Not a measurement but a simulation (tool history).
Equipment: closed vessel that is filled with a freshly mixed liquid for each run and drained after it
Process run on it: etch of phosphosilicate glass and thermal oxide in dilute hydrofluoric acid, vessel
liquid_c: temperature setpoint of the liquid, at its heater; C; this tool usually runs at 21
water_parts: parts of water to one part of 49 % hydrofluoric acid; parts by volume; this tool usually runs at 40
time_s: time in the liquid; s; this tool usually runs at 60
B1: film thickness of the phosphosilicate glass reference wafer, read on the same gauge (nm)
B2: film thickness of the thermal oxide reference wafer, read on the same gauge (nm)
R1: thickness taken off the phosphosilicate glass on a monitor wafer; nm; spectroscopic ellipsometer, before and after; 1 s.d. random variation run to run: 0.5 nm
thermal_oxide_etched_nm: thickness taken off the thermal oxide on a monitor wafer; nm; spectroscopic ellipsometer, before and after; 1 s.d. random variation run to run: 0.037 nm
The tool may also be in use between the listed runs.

Run 1, hour 0: usual settings; B1 99.99; B2 40. Result: R1 75.23 nm, thermal_oxide_etched_nm 6.1 nm.
Run 2, hour 19: usual settings; B1 100; B2 40. Result: R1 75.3 nm, thermal_oxide_etched_nm 6.17 nm.
Run 3, hour 49.4: usual settings; B1 100; B2 39.98. Result: R1 76.91 nm, thermal_oxide_etched_nm 6.12 nm.
Run 4, hour 64.6: usual settings; B1 99.99; B2 40.01. Result: R1 75.37 nm, thermal_oxide_etched_nm 6.16 nm.
Run 5, hour 79.5: usual settings; B1 100; B2 40.03. Result: R1 75.12 nm, thermal_oxide_etched_nm 6.13 nm.
Run 6, hour 106.8: usual settings; B1 100.03; B2 39.99. Result: R1 75.22 nm, thermal_oxide_etched_nm 6.09 nm.
Run 7, hour 125.2: usual settings; B1 100; B2 40. Result: R1 76.22 nm, thermal_oxide_etched_nm 6.08 nm.
Run 8, hour 145.2: usual settings but liquid_c 23.5 C; B1 100.01; B2 40.01. Result: R1 84.62 nm, thermal_oxide_etched_nm 6.73 nm.
Run 9, hour 178.5: usual settings but liquid_c 23.5 C; B1 100; B2 39.99. Result: R1 84 nm, thermal_oxide_etched_nm 6.72 nm.
At hour 197.6: thermometer replaced.
Run 10, hour 198.2: usual settings; B1 99.99; B2 40. Result: R1 73.41 nm, thermal_oxide_etched_nm 5.92 nm.
Run 11, hour 213.9: usual settings but time_s 50 s; B1 100; B2 40.01. Result: R1 61.62 nm, thermal_oxide_etched_nm 4.96 nm.
Run 12, hour 236.9: usual settings but water_parts 25 parts by volume; B1 100.02; B2 40. Result: R1 119.42 nm, thermal_oxide_etched_nm 9.73 nm.
At hour 280.9: gauge calibrated.
At hour 297.5: hydrofluoric acid flow meter replaced.
Run 13, hour 344.8: usual settings; B1 100.01; B2 40. Result: R1 85.46 nm, thermal_oxide_etched_nm 6.96 nm.
Run 14, hour 362.6: usual settings but liquid_c 25 C, time_s 30 s; B1 100; B2 40.01. Result: R1 50.76 nm, thermal_oxide_etched_nm 4.16 nm.
Run 15, hour 385.2: usual settings but liquid_c 24 C, water_parts 55 parts by volume, time_s 50 s; B1 99.99; B2 40.01. Result: R1 57.56 nm, thermal_oxide_etched_nm 4.67 nm.
Run 16, hour 402.2: usual settings but liquid_c 19 C; B1 100; B2 39.99. Result: R1 79.05 nm, thermal_oxide_etched_nm 6.36 nm.
Run 17, hour 429.4: usual settings but liquid_c 24 C, water_parts 55 parts by volume, time_s 50 s; B1 99.98; B2 40. Result: R1 58.14 nm, thermal_oxide_etched_nm 4.7 nm.
Run 18, hour 445: usual settings but liquid_c 24 C, water_parts 55 parts by volume, time_s 90 s; B1 100; B2 40.01. Result: R1 105.17 nm, thermal_oxide_etched_nm 8.48 nm.
Run 19, hour 457.7: usual settings but time_s 45 s; B1 99.99; B2 39.98. Result: R1 65.09 nm, thermal_oxide_etched_nm 5.26 nm.
Run 20, hour 473: usual settings but liquid_c 17 C, water_parts 20 parts by volume, time_s 35 s; B1 100.01; B2 40. Result: R1 86.25 nm, thermal_oxide_etched_nm 6.99 nm.
Run 21, hour 486: usual settings; B1 100; B2 40. Result: R1 86.55 nm, thermal_oxide_etched_nm 6.95 nm.
Run 22, hour 516.2: usual settings but liquid_c 26 C, water_parts 25 parts by volume, time_s 35 s; B1 100.01; B2 40. Result: R1 100.24 nm, thermal_oxide_etched_nm 8.19 nm.

List, for all runs, the conditions of the tool that the log does not record:
gauge reads high (%): 0 at every run
H1: liquid hotter than its thermometer reads (K)
H2: hydrofluoric acid flow below the setpoint (%)
run     H1     H2
  1  0.613   12.7
  2  0.639   12.8
  3  0.681   12.9
  4  0.702     13
  5  0.723   13.1
  6   0.76   13.2
  7  0.786   13.3
  8  0.814   13.4
  9   0.86   13.6
 10  0.158   13.7
 11   0.18   13.8
 12  0.212   13.9
 13  0.361  0.457
 14  0.386  0.547
 15  0.417  0.662
 16  0.441  0.747
 17  0.478  0.885
 18    0.5  0.964
 19  0.518   1.03
 20  0.539   1.11
 21  0.557   1.17
 22  0.599   1.32

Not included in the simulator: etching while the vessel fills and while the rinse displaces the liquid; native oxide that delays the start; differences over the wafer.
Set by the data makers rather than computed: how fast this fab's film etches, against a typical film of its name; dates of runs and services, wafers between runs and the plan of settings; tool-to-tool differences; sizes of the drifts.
